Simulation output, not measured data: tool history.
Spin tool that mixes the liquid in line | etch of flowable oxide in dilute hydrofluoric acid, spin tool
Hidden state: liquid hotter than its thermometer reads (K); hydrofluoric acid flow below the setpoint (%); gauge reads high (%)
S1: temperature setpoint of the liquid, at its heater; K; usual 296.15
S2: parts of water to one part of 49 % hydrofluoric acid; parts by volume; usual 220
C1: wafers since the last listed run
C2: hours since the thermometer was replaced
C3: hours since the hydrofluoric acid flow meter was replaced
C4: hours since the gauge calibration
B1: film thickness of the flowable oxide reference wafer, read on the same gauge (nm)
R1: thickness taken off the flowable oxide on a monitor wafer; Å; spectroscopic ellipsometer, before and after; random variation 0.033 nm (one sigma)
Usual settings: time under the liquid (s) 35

{"run": 1, "hour": 0.0, "S1": 296.15, "S2": 220, "time under the liquid (s)": 35, "C1": 0, "C2": 194.6, "C3": 96, "C4": 810.6, "B1": 50, "R1": 50}
{"run": 2, "hour": 77.9, "S1": 296.15, "S2": 220, "time under the liquid (s)": 35, "C1": 1342, "C2": 272.5, "C3": 173.9, "C4": 888.5, "B1": 50.01, "R1": 49.7}
{"run": 3, "hour": 280.0, "S1": 296.15, "S2": 220, "time under the liquid (s)": 35, "C1": 3482, "C2": 474.6, "C3": 376, "C4": 1090.6, "B1": 50, "R1": 49.1}
{"run": 4, "hour": 327.0, "S1": 296.15, "S2": 220, "time under the liquid (s)": 20, "C1": 809, "C2": 521.6, "C3": 423, "C4": 1137.6, "B1": 50, "R1": 27.5}
{"run": 5, "hour": 406.0, "S1": 296.15, "S2": 220, "time under the liquid (s)": 20, "C1": 1361, "C2": 600.6, "C3": 502, "C4": 1216.6, "B1": 49.98, "R1": 27.4}
{"hour": 481.3, "done": "hydrofluoric acid flow meter replaced"}
{"run": 6, "hour": 489.2, "S1": 296.15, "S2": 220, "time under the liquid (s)": 20, "C1": 1416, "C2": 683.8, "C3": 7.9, "C4": 1299.8, "B1": 50.03, "R1": 28.6}
{"hour": 515.8, "done": "thermometer replaced"}
{"run": 7, "hour": 724.8, "S1": 296.15, "S2": 160, "time under the liquid (s)": 35, "C1": 4043, "C2": 209, "C3": 243.5, "C4": 1535.4, "B1": 50, "R1": 72.1}
{"run": 8, "hour": 785.1, "S1": 296.15, "S2": 160, "time under the liquid (s)": 35, "C1": 1039, "C2": 269.3, "C3": 303.8, "C4": 1595.7, "B1": 50.03, "R1": 72}
{"run": 9, "hour": 863.8, "S1": 299.15, "S2": 220, "time under the liquid (s)": 35, "C1": 1356, "C2": 348, "C3": 382.5, "C4": 1674.4, "B1": 50.04, "R1": 53.4}
{"run": 10, "hour": 905.0, "S1": 296.15, "S2": 220, "time under the liquid (s)": 35, "C1": 710, "C2": 389.2, "C3": 423.7, "C4": 1715.6, "B1": 49.99, "R1": 48.2}
{"hour": 966.7, "done": "hydrofluoric acid flow meter replaced"}
{"run": 11, "hour": 977.1, "S1": 296.15, "S2": 220, "time under the liquid (s)": 35, "C1": 1225, "C2": 461.3, "C3": 10.4, "C4": 1787.7, "B1": 50, "R1": 50.9}
{"hour": 1173.5, "done": "thermometer replaced"}
{"run": 12, "hour": 1223.7, "S1": 296.15, "S2": 220, "time under the liquid (s)": 35, "C1": 4232, "C2": 50.2, "C3": 257, "C4": 2034.3, "B1": 50, "R1": 49.3}
{"run": 13, "hour": 1265.9, "S1": 296.15, "S2": 220, "time under the liquid (s)": 35, "C1": 727, "C2": 92.4, "C3": 299.2, "C4": 2076.5, "B1": 49.99, "R1": 48.9}
{"run": 14, "hour": 1343.8, "S1": 296.15, "S2": 220, "time under the liquid (s)": 35, "C1": 1342, "C2": 170.3, "C3": 377.1, "C4": 2154.4, "B1": 49.97, "R1": 49.4}
{"run": 15, "hour": 1393.5, "S1": 300.65, "S2": 180, "time under the liquid (s)": 30, "C1": 856, "C2": 220, "C3": 426.8, "C4": 2204.1, "B1": 50.02, "R1": 62.3}
{"run": 16, "hour": 1464.3, "S1": 297.65, "S2": 220, "time under the liquid (s)": 25, "C1": 1220, "C2": 290.8, "C3": 497.6, "C4": 2274.9, "B1": 49.99, "R1": 36.2}
{"hour": 1494.5, "done": "gauge calibrated"}
{"hour": 1500.1, "done": "hydrofluoric acid flow meter replaced"}
{"run": 17, "hour": 1555.7, "S1": 296.15, "S2": 260, "time under the liquid (s)": 30, "C1": 1557, "C2": 382.2, "C3": 55.6, "C4": 61.2, "B1": 50.01, "R1": 34.8}
{"run": 18, "hour": 1658.6, "S1": 299.15, "S2": 220, "time under the liquid (s)": 20, "C1": 1773, "C2": 485.1, "C3": 158.5, "C4": 164.1, "B1": 50, "R1": 31.7}
{"run": 19, "hour": 1754.2, "S1": 296.15, "S2": 185, "time under the liquid (s)": 20, "C1": 1647, "C2": 580.7, "C3": 254.1, "C4": 259.7, "B1": 50.03, "R1": 35}
{"hour": 1804.2, "done": "thermometer replaced"}
{"run": 20, "hour": 1815.4, "S1": 293.15, "S2": 165, "time under the liquid (s)": 15, "C1": 1037, "C2": 11.2, "C3": 315.3, "C4": 320.9, "B1": 49.98, "R1": 26.8}
{"run": 21, "hour": 1896.8, "S1": 296.15, "S2": 165, "time under the liquid (s)": 35, "C1": 1402, "C2": 92.6, "C3": 396.7, "C4": 402.3, "B1": 49.99, "R1": 69}
{"hour": 1987.6, "done": "hydrofluoric acid flow meter replaced"}
{"run": 22, "hour": 2008.8, "S1": 296.15, "S2": 220, "time under the liquid (s)": 35, "C1": 1912, "C2": 204.6, "C3": 21.2, "C4": 514.3, "B1": 50.02, "R1": 50.6}
{"run": 23, "hour": 2079.0, "S1": 298.15, "S2": 130, "time under the liquid (s)": 25, "C1": 1209, "C2": 274.8, "C3": 91.4, "C4": 584.5, "B1": 49.99, "R1": 72}
{"run": 24, "hour": 2163.1, "S1": 296.15, "S2": 220, "time under the liquid (s)": 15, "C1": 1449, "C2": 358.9, "C3": 175.5, "C4": 668.6, "B1": 50.03, "R1": 21.4}

Forecast each of these 4 alternatives for the next run:
{"run": "A", "hour": 2163.5, "S1": 291.65, "S2": 220, "time under the liquid (s)": 35, "C1": 6, "C2": 359.3, "C3": 175.9, "C4": 669, "B1": "?", "R1": "?"}
{"run": "B", "hour": 2163.5, "S1": 296.15, "S2": 165, "time under the liquid (s)": 45, "C1": 6, "C2": 359.3, "C3": 175.9, "C4": 669, "B1": "?", "R1": "?"}
{"run": "C", "hour": 2163.5, "S1": 297.65, "S2": 130, "time under the liquid (s)": 25, "C1": 6, "C2": 359.3, "C3": 175.9, "C4": 669, "B1": "?", "R1": "?"}
{"run": "D", "hour": 2163.5, "S1": 299.15, "S2": 285, "time under the liquid (s)": 20, "C1": 6, "C2": 359.3, "C3": 175.9, "C4": 669, "B1": "?", "R1": "?"}

run=A B1=50.02 R1=42.2
run=B B1=50.02 R1=91
run=C B1=50.02 R1=70.8
run=D B1=50.02 R1=22.9
Without the tool's hidden state the same runs would have given:
run=A R1=43.2
run=B R1=93.1
run=C R1=72.4
run=D R1=23.5
